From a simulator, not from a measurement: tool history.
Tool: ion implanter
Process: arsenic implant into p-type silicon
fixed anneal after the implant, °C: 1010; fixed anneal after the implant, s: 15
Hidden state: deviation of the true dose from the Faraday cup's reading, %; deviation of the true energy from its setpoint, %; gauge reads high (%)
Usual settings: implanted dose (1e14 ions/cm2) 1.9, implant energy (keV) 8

run,hour,implanted dose (1e14 ions/cm2),implant energy (keV),wafers since the last listed run,hours since the last dose calibration,hours since the extraction supply was calibrated,hours since the gauge calibration,"read-back reference wafer on the same gauge, sheet resistance",sheet resistance of the implanted and annealed layer (ohm/square)
1,0,1.9,8,0,1019.9,2269.4,64.3,398.03,487.36
2,13,1.9,8,216,1032.9,2282.4,77.3,397.99,484.92
3,40.6,1.9,8,459,1060.5,2310,104.9,398.01,487.1
4,60.2,1.63,6.5,326,1080.1,2329.6,124.5,397.84,561.02
5,91.1,1.9,6.5,514,1111,2360.5,155.4,398.11,494.12
6,106.6,1.9,6.5,257,1126.5,2376,170.9,398.06,496.85
7,136.4,1.9,6.5,495,1156.3,2405.8,200.7,397.93,494.35
8,159.4,2.16,8,382,1179.3,2428.8,223.7,398.08,439.8
9,174.6,1.45,6.5,252,1194.5,2444,238.9,397.86,605.75
10,189.9,2.26,8,254,1209.8,2459.3,254.2,398.08,421.55
11,220.2,2.26,8,504,1240.1,2489.6,284.5,398.2,425
12,252.9,2.26,8,544,1272.8,2522.3,317.2,398.08,420.71
13,286.6,1.9,8,560,1306.5,2556,350.9,397.92,480.32
14,300.9,2.18,10.5,237,1320.8,2570.3,365.2,398.01,420.22
# hour 302.9: gauge calibrated
15,317.3,1.9,8,272,1337.2,2586.7,14.4,398.05,482.14
16,335.2,1.63,6.5,297,1355.1,2604.6,32.3,397.84,553.73
17,361.7,1.48,8,440,1381.6,2631.1,58.8,397.96,583.94
# hour 381.8: extraction supply calibrated
18,393.4,1.9,8,394,1413.3,11.6,90.5,398.13,480.87
19,410.8,2.25,7,289,1430.7,29,107.9,397.99,427.59
20,431.4,2.22,7,342,1451.3,49.6,128.5,397.95,432.42
# hour 458.6: Faraday cup replaced and dose calibrated
21,459.1,2.13,10,327,0.5,77.3,156.2,398.04,440.1
22,487.8,1.45,6.5,477,29.2,106,184.9,398.25,617.75
23,503.5,1.67,10.5,261,44.9,121.7,200.6,398,522.65
24,522.8,2.13,9,321,64.2,141,219.9,397.89,441.66
25,554.5,1.61,10.5,527,95.9,172.7,251.6,397.93,539.57
26,576.4,1.5,7,364,117.8,194.6,273.5,398.04,597.56

4 ways to go on from here, each from the tool as it stands after run 26. What would each give?
A,576.8,1.9,8,6,118.2,195,273.9,?,?
B,576.8,1.9,5.5,6,118.2,195,273.9,?,?
C,576.8,2.14,10,6,118.2,195,273.9,?,?
D,576.8,2.05,6.5,6,118.2,195,273.9,?,?

run,"read-back reference wafer on the same gauge, sheet resistance",sheet resistance of the implanted and annealed layer (ohm/square)
A,398.04,492.37
B,398.04,511.18
C,398.04,438.77
D,398.04,474.08
Without the tool's hidden state the same runs would have given:
run,sheet resistance of the implanted and annealed layer (ohm/square)
A,494.99
B,513.93
C,441.09
D,476.62

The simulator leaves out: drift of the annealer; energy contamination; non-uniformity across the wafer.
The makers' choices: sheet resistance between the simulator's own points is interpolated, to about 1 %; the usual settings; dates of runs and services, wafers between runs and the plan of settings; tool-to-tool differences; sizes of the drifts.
